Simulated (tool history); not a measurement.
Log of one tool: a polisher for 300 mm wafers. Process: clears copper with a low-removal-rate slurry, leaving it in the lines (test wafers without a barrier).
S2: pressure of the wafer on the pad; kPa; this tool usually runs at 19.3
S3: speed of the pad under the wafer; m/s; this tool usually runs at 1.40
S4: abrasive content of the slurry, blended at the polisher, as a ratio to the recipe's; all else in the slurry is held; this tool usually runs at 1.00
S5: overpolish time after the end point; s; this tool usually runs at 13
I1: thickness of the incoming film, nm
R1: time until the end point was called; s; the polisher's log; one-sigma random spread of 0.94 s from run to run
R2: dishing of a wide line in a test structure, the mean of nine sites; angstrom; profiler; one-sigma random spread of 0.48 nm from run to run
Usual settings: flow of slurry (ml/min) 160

{"run": 1, "hour": 0.0, "flow of slurry (ml/min)": 185, "S2": 19.3, "S3": 1.4, "S4": 1.0, "S5": 13, "I1": 375.9, "R1": 88.1, "R2": 377}
{"run": 2, "hour": 67.9, "flow of slurry (ml/min)": 160, "S2": 19.3, "S3": 1.4, "S4": 1.0, "S5": 13, "I1": 380.7, "R1": 94.0, "R2": 356}
{"run": 3, "hour": 108.1, "flow of slurry (ml/min)": 160, "S2": 19.3, "S3": 1.14, "S4": 1.0, "S5": 13, "I1": 378.2, "R1": 110.5, "R2": 316}
{"run": 4, "hour": 148.8, "flow of slurry (ml/min)": 160, "S2": 19.3, "S3": 1.14, "S4": 1.0, "S5": 13, "I1": 381.0, "R1": 112.1, "R2": 312}
{"run": 5, "hour": 176.1, "flow of slurry (ml/min)": 160, "S2": 19.3, "S3": 1.7, "S4": 1.0, "S5": 13, "I1": 379.4, "R1": 82.6, "R2": 408}
{"run": 6, "hour": 237.3, "flow of slurry (ml/min)": 160, "S2": 19.3, "S3": 1.7, "S4": 1.0, "S5": 13, "I1": 382.8, "R1": 85.0, "R2": 399}
{"hour": 280.3, "done": "worn pad replaced by a new one"}
{"run": 7, "hour": 295.9, "flow of slurry (ml/min)": 160, "S2": 19.3, "S3": 1.54, "S4": 1.0, "S5": 6, "I1": 378.9, "R1": 92.8, "R2": 186}
{"hour": 312.5, "done": "slurry nozzle cleaned"}
{"run": 8, "hour": 339.0, "flow of slurry (ml/min)": 160, "S2": 19.3, "S3": 1.7, "S4": 1.0, "S5": 13, "I1": 379.8, "R1": 85.6, "R2": 391}
{"hour": 391.7, "done": "slurry blender recalibrated"}
{"run": 9, "hour": 401.6, "flow of slurry (ml/min)": 160, "S2": 19.3, "S3": 1.72, "S4": 1.1, "S5": 13, "I1": 383.5, "R1": 80.1, "R2": 421}
{"run": 10, "hour": 466.7, "flow of slurry (ml/min)": 185, "S2": 19.3, "S3": 1.4, "S4": 1.0, "S5": 13, "I1": 378.4, "R1": 94.2, "R2": 356}
{"run": 11, "hour": 503.9, "flow of slurry (ml/min)": 160, "S2": 19.3, "S3": 0.98, "S4": 1.0, "S5": 19, "I1": 377.8, "R1": 132.0, "R2": 370}
{"run": 12, "hour": 551.5, "flow of slurry (ml/min)": 160, "S2": 19.3, "S3": 1.4, "S4": 1.0, "S5": 13, "I1": 377.2, "R1": 99.1, "R2": 346}
{"run": 13, "hour": 577.7, "flow of slurry (ml/min)": 130, "S2": 19.3, "S3": 1.4, "S4": 0.9, "S5": 21, "I1": 378.9, "R1": 106.3, "R2": 485}
{"run": 14, "hour": 630.7, "flow of slurry (ml/min)": 160, "S2": 19.3, "S3": 1.4, "S4": 1.0, "S5": 13, "I1": 379.0, "R1": 101.8, "R2": 338}
{"run": 15, "hour": 692.6, "flow of slurry (ml/min)": 185, "S2": 14.5, "S3": 1.1, "S4": 1.25, "S5": 13, "I1": 383.8, "R1": 158.2, "R2": 234}
{"run": 16, "hour": 728.5, "flow of slurry (ml/min)": 175, "S2": 19.3, "S3": 1.76, "S4": 1.0, "S5": 13, "I1": 375.4, "R1": 83.5, "R2": 387}
{"run": 17, "hour": 768.1, "flow of slurry (ml/min)": 160, "S2": 19.3, "S3": 1.4, "S4": 1.15, "S5": 13, "I1": 385.1, "R1": 103.2, "R2": 349}
{"run": 18, "hour": 793.0, "flow of slurry (ml/min)": 180, "S2": 12.4, "S3": 1.2, "S4": 1.25, "S5": 13, "I1": 381.4, "R1": 172.0, "R2": 213}
{"hour": 800.7, "done": "worn pad replaced by a new one"}
{"run": 19, "hour": 848.6, "flow of slurry (ml/min)": 190, "S2": 19.3, "S3": 1.26, "S4": 0.8, "S5": 7, "I1": 375.0, "R1": 115.7, "R2": 175}
{"hour": 852.1, "done": "slurry blender recalibrated"}
{"run": 20, "hour": 883.7, "flow of slurry (ml/min)": 160, "S2": 19.3, "S3": 1.4, "S4": 1.0, "S5": 13, "I1": 380.6, "R1": 101.8, "R2": 338}
{"run": 21, "hour": 933.7, "flow of slurry (ml/min)": 160, "S2": 21.4, "S3": 1.4, "S4": 1.0, "S5": 13, "I1": 382.4, "R1": 94.2, "R2": 366}
{"run": 22, "hour": 988.9, "flow of slurry (ml/min)": 125, "S2": 19.3, "S3": 1.4, "S4": 1.0, "S5": 21, "I1": 380.1, "R1": 110.2, "R2": 468}
{"hour": 997.3, "done": "slurry nozzle cleaned"}
{"run": 23, "hour": 1035.8, "flow of slurry (ml/min)": 140, "S2": 22.8, "S3": 1.64, "S4": 1.15, "S5": 13, "I1": 378.7, "R1": 77.2, "R2": 420}
{"run": 24, "hour": 1103.8, "flow of slurry (ml/min)": 160, "S2": 19.3, "S3": 1.4, "S4": 1.0, "S5": 13, "I1": 384.7, "R1": 109.1, "R2": 331}
{"run": 25, "hour": 1277.6, "flow of slurry (ml/min)": 200, "S2": 19.3, "S3": 1.2, "S4": 1.0, "S5": 13, "I1": 383.0, "R1": 120.2, "R2": 299}
{"hour": 1317.8, "done": "head pressure recalibrated"}
{"hour": 1336.8, "done": "worn pad replaced by a new one"}
{"run": 26, "hour": 1337.8, "flow of slurry (ml/min)": 160, "S2": 19.3, "S3": 1.4, "S4": 1.0, "S5": 13, "I1": 384.3, "R1": 96.4, "R2": 365}
{"run": 27, "hour": 1381.0, "flow of slurry (ml/min)": 105, "S2": 19.3, "S3": 1.4, "S4": 1.1, "S5": 17, "I1": 378.8, "R1": 102.4, "R2": 426}
{"hour": 1390.5, "done": "slurry blender recalibrated"}
{"run": 28, "hour": 1449.9, "flow of slurry (ml/min)": 160, "S2": 19.3, "S3": 1.26, "S4": 1.0, "S5": 13, "I1": 384.1, "R1": 102.9, "R2": 341}
{"run": 29, "hour": 1481.0, "flow of slurry (ml/min)": 215, "S2": 19.3, "S3": 1.4, "S4": 0.9, "S5": 13, "I1": 378.9, "R1": 91.5, "R2": 373}

How would selected steps in R1 from run to run divide? Give the signed amount a tool lacking its hidden state would still show from settings, what came in and random variation, and the signed amount left for the hidden state, including any gauge scatter that is not in both of the compared results.
What the log doesn't record here: removal rate lost through wear of the pad, %; slurry flow missing at the pad, %; deviation of the head's pressure from its setpoint, %; abrasive missing from the slurry, %.
Run 15 -> 16: flow of slurry (ml/min) 185 -> 175, S2 14.5 -> 19.3, S3 1.10 -> 1.76, S4 1.25 -> 1.00. R1 -74.7 s: hidden state -9.0, all else -65.7.
Run 17 -> 18: flow of slurry (ml/min) 160 -> 180, S2 19.3 -> 12.4, S3 1.40 -> 1.20, S4 1.15 -> 1.25. R1 +68.8 s: hidden state +9.8, all else +59.0.
Run 25 -> 26: flow of slurry (ml/min) 200 -> 160, S3 1.20 -> 1.40, head pressure recalibrated, worn pad replaced by a new one. R1 -23.8 s: hidden state -16.1, all else -7.7.

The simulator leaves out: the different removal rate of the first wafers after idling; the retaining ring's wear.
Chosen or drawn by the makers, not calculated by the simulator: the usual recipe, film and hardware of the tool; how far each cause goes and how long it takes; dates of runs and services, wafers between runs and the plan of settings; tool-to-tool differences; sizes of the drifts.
